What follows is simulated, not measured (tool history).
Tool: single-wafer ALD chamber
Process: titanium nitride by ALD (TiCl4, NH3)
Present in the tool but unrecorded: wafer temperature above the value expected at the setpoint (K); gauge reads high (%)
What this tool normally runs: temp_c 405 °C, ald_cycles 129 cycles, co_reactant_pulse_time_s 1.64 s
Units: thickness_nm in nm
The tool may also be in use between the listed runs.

| run | hour | temp_c | ald_cycles | co_reactant_pulse_time_s | wafers since the last listed run | hours since the last thermocouple change | hours since the showerhead was replaced | hours since the gauge calibration | read-back reference wafer on the same gauge, thickness_nm | thickness_nm |
|---|---|---|---|---|---|---|---|---|---|---|
| 1 | 0 | 405 | 129 | 1.46 | 0 | 1786.3 | 7491.9 | 306.9 | 3.19 | 2.903 |
| 2 | 9.8 | 405 | 129 | 1.46 | 22 | 1796.1 | 7501.7 | 316.7 | 3.189 | 2.895 |
| 3 | 25.5 | 405 | 129 | 1.46 | 36 | 1811.8 | 7517.4 | 332.4 | 3.189 | 2.909 |
| 4 | 33.7 | 405 | 129 | 1.64 | 18 | 1820 | 7525.6 | 340.6 | 3.189 | 2.918 |
| 5 | 42.8 | 405 | 129 | 1.64 | 21 | 1829.1 | 7534.7 | 349.7 | 3.189 | 2.928 |
| 6 | 51.5 | 405 | 129 | 1.64 | 20 | 1837.8 | 7543.4 | 358.4 | 3.19 | 2.928 |
| 7 | 62.6 | 401 | 129 | 1.64 | 25 | 1848.9 | 7554.5 | 369.5 | 3.19 | 2.923 |
| 8 | 101.2 | 401 | 129 | 1.64 | 89 | 1887.5 | 7593.1 | 408.1 | 3.19 | 2.908 |
| 9 | 116.8 | 401 | 129 | 1.64 | 36 | 1903.1 | 7608.7 | 423.7 | 3.189 | 2.91 |
|  | 129.1 | gauge calibrated |
| 10 | 143.2 | 405 | 129 | 1.64 | 61 | 1929.5 | 7635.1 | 14.1 | 3.191 | 2.911 |
| 11 | 153.5 | 405 | 129 | 1.64 | 23 | 1939.8 | 7645.4 | 24.4 | 3.189 | 2.906 |
| 12 | 199.3 | 405 | 129 | 1.64 | 105 | 1985.6 | 7691.2 | 70.2 | 3.189 | 2.904 |
|  | 213.2 | thermocouple changed; heater temperature recalibrated |
| 13 | 213.7 | 391 | 142 | 1.35 | 14 | 0.5 | 7705.6 | 84.6 | 3.19 | 3.155 |
|  | 225.2 | showerhead replaced |
| 14 | 225.7 | 405 | 129 | 1.64 | 9 | 12.5 | 0.5 | 96.6 | 3.189 | 2.918 |
| 15 | 236.4 | 412 | 121 | 1.64 | 24 | 23.2 | 11.2 | 107.3 | 3.189 | 2.742 |
| 16 | 246.6 | 396 | 118 | 1.45 | 23 | 33.4 | 21.4 | 117.5 | 3.191 | 2.629 |
| 17 | 259.1 | 415 | 155 | 1.2 | 28 | 45.9 | 33.9 | 130 | 3.191 | 3.493 |
| 18 | 266.3 | 405 | 129 | 1.64 | 16 | 53.1 | 41.1 | 137.2 | 3.188 | 2.917 |
| 19 | 281.5 | 415 | 121 | 1.9 | 35 | 68.3 | 56.3 | 152.4 | 3.19 | 2.756 |
| 20 | 289.3 | 405 | 129 | 1.64 | 18 | 76.1 | 64.1 | 160.2 | 3.191 | 2.93 |
| 21 | 303 | 409 | 104 | 1.64 | 31 | 89.8 | 77.8 | 173.9 | 3.188 | 2.358 |
| 22 | 310.2 | 411 | 129 | 1.64 | 16 | 97 | 85 | 181.1 | 3.191 | 2.919 |
| 23 | 327.9 | 405 | 129 | 1.12 | 40 | 114.7 | 102.7 | 198.8 | 3.19 | 2.89 |
| 24 | 345.6 | 401 | 137 | 1.64 | 40 | 132.4 | 120.4 | 216.5 | 3.191 | 3.101 |
| 25 | 358 | 418 | 142 | 1.64 | 28 | 144.8 | 132.8 | 228.9 | 3.19 | 3.23 |

For each run, what was the tool's unlogged condition?
wafer temperature above the value expected at the setpoint (K): 0 at every run
gauge reads high (%): 0 at every run

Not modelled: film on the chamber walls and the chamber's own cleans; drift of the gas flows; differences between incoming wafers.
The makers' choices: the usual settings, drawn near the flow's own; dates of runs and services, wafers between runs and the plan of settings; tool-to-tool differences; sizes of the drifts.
